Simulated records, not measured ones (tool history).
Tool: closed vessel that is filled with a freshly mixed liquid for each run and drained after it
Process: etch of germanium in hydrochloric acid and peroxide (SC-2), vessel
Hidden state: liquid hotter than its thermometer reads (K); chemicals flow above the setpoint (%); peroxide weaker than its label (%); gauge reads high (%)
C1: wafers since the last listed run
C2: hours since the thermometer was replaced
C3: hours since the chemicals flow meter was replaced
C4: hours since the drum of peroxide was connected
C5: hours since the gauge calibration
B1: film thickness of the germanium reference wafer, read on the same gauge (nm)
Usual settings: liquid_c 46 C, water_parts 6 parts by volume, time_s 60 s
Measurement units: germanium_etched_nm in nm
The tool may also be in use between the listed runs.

{"run": 1, "hour": 0.0, "liquid_c": 46, "water_parts": 6, "time_s": 60, "C1": 0, "C2": 325.2, "C3": 176.2, "C4": 50.6, "C5": 3416.7, "B1": 85.34, "germanium_etched_nm": 133.5}
{"run": 2, "hour": 66.8, "liquid_c": 46, "water_parts": 6, "time_s": 60, "C1": 6681, "C2": 392, "C3": 243, "C4": 117.4, "C5": 3483.5, "B1": 85.1, "germanium_etched_nm": 130.6}
{"run": 3, "hour": 137.1, "liquid_c": 46, "water_parts": 6, "time_s": 60, "C1": 7031, "C2": 462.3, "C3": 313.3, "C4": 187.7, "C5": 3553.8, "B1": 84.87, "germanium_etched_nm": 132.12}
{"run": 4, "hour": 197.9, "liquid_c": 46, "water_parts": 6, "time_s": 60, "C1": 6081, "C2": 523.1, "C3": 374.1, "C4": 248.5, "C5": 3614.6, "B1": 84.69, "germanium_etched_nm": 133.64}
{"run": 5, "hour": 275.5, "liquid_c": 46, "water_parts": 6, "time_s": 60, "C1": 7762, "C2": 600.7, "C3": 451.7, "C4": 326.1, "C5": 3692.2, "B1": 84.46, "germanium_etched_nm": 131.8}
{"hour": 321.4, "done": "thermometer replaced"}
{"run": 6, "hour": 335.7, "liquid_c": 37, "water_parts": 6, "time_s": 60, "C1": 5921, "C2": 14.3, "C3": 511.9, "C4": 386.3, "C5": 3752.4, "B1": 84.26, "germanium_etched_nm": 97.83}
{"run": 7, "hour": 374.7, "liquid_c": 46, "water_parts": 6, "time_s": 60, "C1": 3901, "C2": 53.3, "C3": 550.9, "C4": 425.3, "C5": 3791.4, "B1": 84.12, "germanium_etched_nm": 131.19}
{"run": 8, "hour": 464.7, "liquid_c": 46, "water_parts": 6, "time_s": 60, "C1": 9002, "C2": 143.3, "C3": 640.9, "C4": 515.3, "C5": 3881.4, "B1": 83.78, "germanium_etched_nm": 131.31}
{"run": 9, "hour": 513.7, "liquid_c": 51, "water_parts": 4, "time_s": 45, "C1": 4901, "C2": 192.3, "C3": 689.9, "C4": 564.3, "C5": 3930.4, "B1": 83.62, "germanium_etched_nm": 117.62}
{"run": 10, "hour": 558.5, "liquid_c": 42.5, "water_parts": 6, "time_s": 30, "C1": 4481, "C2": 237.1, "C3": 734.7, "C4": 609.1, "C5": 3975.2, "B1": 83.45, "germanium_etched_nm": 58.13}
{"hour": 626.3, "done": "new drum of peroxide connected"}
{"run": 11, "hour": 637.7, "liquid_c": 37, "water_parts": 4.5, "time_s": 60, "C1": 7822, "C2": 316.3, "C3": 813.9, "C4": 11.4, "C5": 4054.4, "B1": 83.15, "germanium_etched_nm": 97.51}
{"run": 12, "hour": 725.4, "liquid_c": 43.5, "water_parts": 5, "time_s": 90, "C1": 8772, "C2": 404, "C3": 901.6, "C4": 99.1, "C5": 4142.1, "B1": 82.86, "germanium_etched_nm": 176.99}
{"hour": 748.4, "done": "gauge calibrated"}
{"run": 13, "hour": 764.9, "liquid_c": 46, "water_parts": 6, "time_s": 45, "C1": 3951, "C2": 443.5, "C3": 941.1, "C4": 138.6, "C5": 16.5, "B1": 89.8, "germanium_etched_nm": 105.17}
{"run": 14, "hour": 838.6, "liquid_c": 46, "water_parts": 4, "time_s": 60, "C1": 7371, "C2": 517.2, "C3": 1014.8, "C4": 212.3, "C5": 90.2, "B1": 89.8, "germanium_etched_nm": 140.98}
{"run": 15, "hour": 905.6, "liquid_c": 52.5, "water_parts": 7.5, "time_s": 60, "C1": 6701, "C2": 584.2, "C3": 1081.8, "C4": 279.3, "C5": 157.2, "B1": 89.77, "germanium_etched_nm": 171.1}
{"run": 16, "hour": 943.2, "liquid_c": 49.5, "water_parts": 4, "time_s": 30, "C1": 3760, "C2": 621.8, "C3": 1119.4, "C4": 316.9, "C5": 194.8, "B1": 89.8, "germanium_etched_nm": 78.94}
{"hour": 1004.2, "done": "thermometer replaced"}
{"run": 17, "hour": 1030.2, "liquid_c": 46, "water_parts": 6, "time_s": 60, "C1": 8602, "C2": 26, "C3": 1206.4, "C4": 403.9, "C5": 281.8, "B1": 89.79, "germanium_etched_nm": 138.44}
{"run": 18, "hour": 1123.8, "liquid_c": 46, "water_parts": 6, "time_s": 60, "C1": 9362, "C2": 119.6, "C3": 1300, "C4": 497.5, "C5": 375.4, "B1": 89.75, "germanium_etched_nm": 139.75}
{"run": 19, "hour": 1192.7, "liquid_c": 46, "water_parts": 4.5, "time_s": 40, "C1": 6891, "C2": 188.5, "C3": 1368.9, "C4": 566.4, "C5": 444.3, "B1": 89.73, "germanium_etched_nm": 94.42}
{"run": 20, "hour": 1234.7, "liquid_c": 49, "water_parts": 6, "time_s": 90, "C1": 4201, "C2": 230.5, "C3": 1410.9, "C4": 608.4, "C5": 486.3, "B1": 89.7, "germanium_etched_nm": 228.54}
{"hour": 1315.3, "done": "new drum of peroxide connected"}
{"run": 21, "hour": 1315.8, "liquid_c": 42.5, "water_parts": 6, "time_s": 60, "C1": 8012, "C2": 311.6, "C3": 1492, "C4": 0.5, "C5": 567.4, "B1": 89.65, "germanium_etched_nm": 123.7}
{"run": 22, "hour": 1358.5, "liquid_c": 36.5, "water_parts": 6, "time_s": 60, "C1": 4271, "C2": 354.3, "C3": 1534.7, "C4": 43.2, "C5": 610.1, "B1": 89.65, "germanium_etched_nm": 100.19}
{"run": 23, "hour": 1417.0, "liquid_c": 46, "water_parts": 6, "time_s": 40, "C1": 5851, "C2": 412.8, "C3": 1593.2, "C4": 101.7, "C5": 668.6, "B1": 89.59, "germanium_etched_nm": 91.69}
{"run": 24, "hour": 1496.3, "liquid_c": 52, "water_parts": 4.5, "time_s": 50, "C1": 7932, "C2": 492.1, "C3": 1672.5, "C4": 181, "C5": 747.9, "B1": 89.54, "germanium_etched_nm": 142.23}
{"run": 25, "hour": 1575.0, "liquid_c": 52, "water_parts": 5, "time_s": 60, "C1": 7872, "C2": 570.8, "C3": 1751.2, "C4": 259.7, "C5": 826.6, "B1": 89.48, "germanium_etched_nm": 173.12}
{"hour": 1619.9, "done": "thermometer replaced"}
{"run": 26, "hour": 1654.9, "liquid_c": 46, "water_parts": 7.5, "time_s": 70, "C1": 7892, "C2": 35, "C3": 1831.1, "C4": 339.6, "C5": 906.5, "B1": 89.44, "germanium_etched_nm": 161.28}
{"run": 27, "hour": 1707.8, "liquid_c": 51.5, "water_parts": 8.5, "time_s": 30, "C1": 5291, "C2": 87.9, "C3": 1884, "C4": 392.5, "C5": 959.4, "B1": 89.39, "germanium_etched_nm": 80.74}
{"run": 28, "hour": 1786.6, "liquid_c": 36, "water_parts": 4.5, "time_s": 75, "C1": 7882, "C2": 166.7, "C3": 1962.8, "C4": 471.3, "C5": 1038.2, "B1": 89.31, "germanium_etched_nm": 124.63}
{"run": 29, "hour": 1861.0, "liquid_c": 52.5, "water_parts": 6, "time_s": 60, "C1": 7441, "C2": 241.1, "C3": 2037.2, "C4": 545.7, "C5": 1112.6, "B1": 89.28, "germanium_etched_nm": 170.74}

Here are 5 independent what-if runs from the current tool condition. What would each one return?
{"run": "A", "hour": 1861.7, "liquid_c": 46, "water_parts": 6, "time_s": 60, "C1": 70, "C2": 241.8, "C3": 2037.9, "C4": 546.4, "C5": 1113.3, "B1": "?", "germanium_etched_nm": "?"}
{"run": "B", "hour": 1861.7, "liquid_c": 51, "water_parts": 6, "time_s": 60, "C1": 70, "C2": 241.8, "C3": 2037.9, "C4": 546.4, "C5": 1113.3, "B1": "?", "germanium_etched_nm": "?"}
{"run": "C", "hour": 1861.7, "liquid_c": 54.5, "water_parts": 5, "time_s": 35, "C1": 70, "C2": 241.8, "C3": 2037.9, "C4": 546.4, "C5": 1113.3, "B1": "?", "germanium_etched_nm": "?"}
{"run": "D", "hour": 1861.7, "liquid_c": 46, "water_parts": 5, "time_s": 90, "C1": 70, "C2": 241.8, "C3": 2037.9, "C4": 546.4, "C5": 1113.3, "B1": "?", "germanium_etched_nm": "?"}
{"run": "E", "hour": 1861.7, "liquid_c": 55, "water_parts": 4, "time_s": 85, "C1": 70, "C2": 241.8, "C3": 2037.9, "C4": 546.4, "C5": 1113.3, "B1": "?", "germanium_etched_nm": "?"}

run=A B1=89.26 germanium_etched_nm=138.23
run=B B1=89.26 germanium_etched_nm=162.51
run=C B1=89.26 germanium_etched_nm=106.52
run=D B1=89.26 germanium_etched_nm=208.42
run=E B1=89.26 germanium_etched_nm=263.9
With the hidden condition removed and each run's random variation left untouched, the same runs would have given:
run=A germanium_etched_nm=139.41
run=B germanium_etched_nm=163.89
run=C germanium_etched_nm=107.43
run=D germanium_etched_nm=210.19
run=E germanium_etched_nm=266.14
